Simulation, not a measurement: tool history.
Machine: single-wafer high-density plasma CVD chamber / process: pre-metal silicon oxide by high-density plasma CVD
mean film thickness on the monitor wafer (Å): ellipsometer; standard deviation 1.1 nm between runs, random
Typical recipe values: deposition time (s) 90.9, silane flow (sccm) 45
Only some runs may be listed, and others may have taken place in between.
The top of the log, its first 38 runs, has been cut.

run      day  deposition time (s)  silane flow (sccm)  read-back reference wafer on the same gauge, thickness_nm  mean film thickness on the monitor wafer (Å)
 39  120.104                 90.9                  45                                                    437.237                                       3990.61
 40  124.025                 95.9                  52                                                    437.192                                          4863
 41  127.242                 85.6                  54                                                    437.044                                        4510.3
 42    140.7                 90.9                  45                                                    437.223                                       4004.53
 43  144.788                 97.5                  52                                                    437.135                                        4960.2
 44  147.262                 90.9                  40                                                    437.499                                       3532.02
 45  150.108                 90.9                  45                                                    437.317                                       3971.49
 46  153.529                 90.9                  45                                                    437.207                                        3966.7
 47  155.775                 80.6                  51                                                    436.728                                        4013.7

Predict each of these 3 candidate next runs independently; none follows another, all start after run 47:
  A  155.792                 90.9                  45                                                          ?                                             ?
  B  155.792                 96.8                  42                                                          ?                                             ?
  C  155.792                104.8                  51                                                          ?                                             ?

run  read-back reference wafer on the same gauge, thickness_nm  mean film thickness on the monitor wafer (Å)
  A                                                    436.862                                        3990.7
  B                                                    436.862                                       3966.41
  C                                                    436.862                                        5214.4
Without the tool's hidden state the same runs would have given:
run  mean film thickness on the monitor wafer (Å)
  A                                        4131.8
  B                                       4106.65
  C                                       5398.77
